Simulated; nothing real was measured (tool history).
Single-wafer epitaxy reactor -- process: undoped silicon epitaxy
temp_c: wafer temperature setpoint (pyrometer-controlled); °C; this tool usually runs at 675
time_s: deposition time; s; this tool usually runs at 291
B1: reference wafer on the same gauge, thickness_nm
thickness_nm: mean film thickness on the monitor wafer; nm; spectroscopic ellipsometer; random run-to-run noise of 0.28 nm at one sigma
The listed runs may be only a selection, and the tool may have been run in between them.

{"run": 1, "hour": 0.0, "temp_c": 675, "time_s": 251, "B1": 73.979, "thickness_nm": 66.225}
{"hour": 32.7, "done": "gauge calibrated"}
{"run": 2, "hour": 234.4, "temp_c": 675, "time_s": 251, "B1": 73.979, "thickness_nm": 65.953}
{"run": 3, "hour": 311.5, "temp_c": 675, "time_s": 291, "B1": 74.031, "thickness_nm": 76.333}
{"hour": 350.0, "done": "pyrometer calibrated"}
{"run": 4, "hour": 354.1, "temp_c": 675, "time_s": 332, "B1": 73.937, "thickness_nm": 83.96}
{"run": 5, "hour": 617.0, "temp_c": 665, "time_s": 291, "B1": 73.948, "thickness_nm": 60.248}
{"run": 6, "hour": 723.5, "temp_c": 681, "time_s": 308, "B1": 74.024, "thickness_nm": 85.959}
{"hour": 745.4, "done": "pyrometer calibrated, repeated, since the last time left the tool worse"}
{"run": 7, "hour": 800.5, "temp_c": 681, "time_s": 308, "B1": 73.952, "thickness_nm": 94.111}
{"run": 8, "hour": 884.6, "temp_c": 681, "time_s": 308, "B1": 74.028, "thickness_nm": 93.364}
{"run": 9, "hour": 939.0, "temp_c": 675, "time_s": 291, "B1": 74.011, "thickness_nm": 78.789}
{"run": 10, "hour": 1004.1, "temp_c": 675, "time_s": 246, "B1": 73.992, "thickness_nm": 66.08}
{"run": 11, "hour": 1192.2, "temp_c": 687, "time_s": 342, "B1": 74.023, "thickness_nm": 114.9}
{"run": 12, "hour": 1253.7, "temp_c": 675, "time_s": 272, "B1": 74.044, "thickness_nm": 72.772}
{"run": 13, "hour": 1309.4, "temp_c": 683, "time_s": 291, "B1": 74.008, "thickness_nm": 89.988}
{"run": 14, "hour": 1360.4, "temp_c": 660, "time_s": 335, "B1": 74.057, "thickness_nm": 66.742}
{"hour": 1458.5, "done": "gauge calibrated"}
{"run": 15, "hour": 1590.3, "temp_c": 675, "time_s": 291, "B1": 73.984, "thickness_nm": 76.724}
{"hour": 1798.0, "done": "pyrometer calibrated"}
{"run": 16, "hour": 1806.2, "temp_c": 675, "time_s": 341, "B1": 73.932, "thickness_nm": 92.369}
{"run": 17, "hour": 1876.8, "temp_c": 675, "time_s": 291, "B1": 74.032, "thickness_nm": 79.32}

For each run, what was the tool's unlogged condition?
gauge reads high (%): 0 in every run
H1: wafer temperature above the value expected at the setpoint (K)
run=1 H1=-1.43
run=2 H1=-1.93
run=3 H1=-2.09
run=4 H1=-3.96
run=5 H1=-4.52
run=6 H1=-4.75
run=7 H1=-0.154
run=8 H1=-0.333
run=9 H1=-0.449
run=10 H1=-0.588
run=11 H1=-0.989
run=12 H1=-1.12
run=13 H1=-1.24
run=14 H1=-1.35
run=15 H1=-1.84
run=16 H1=-0.235
run=17 H1=-0.386
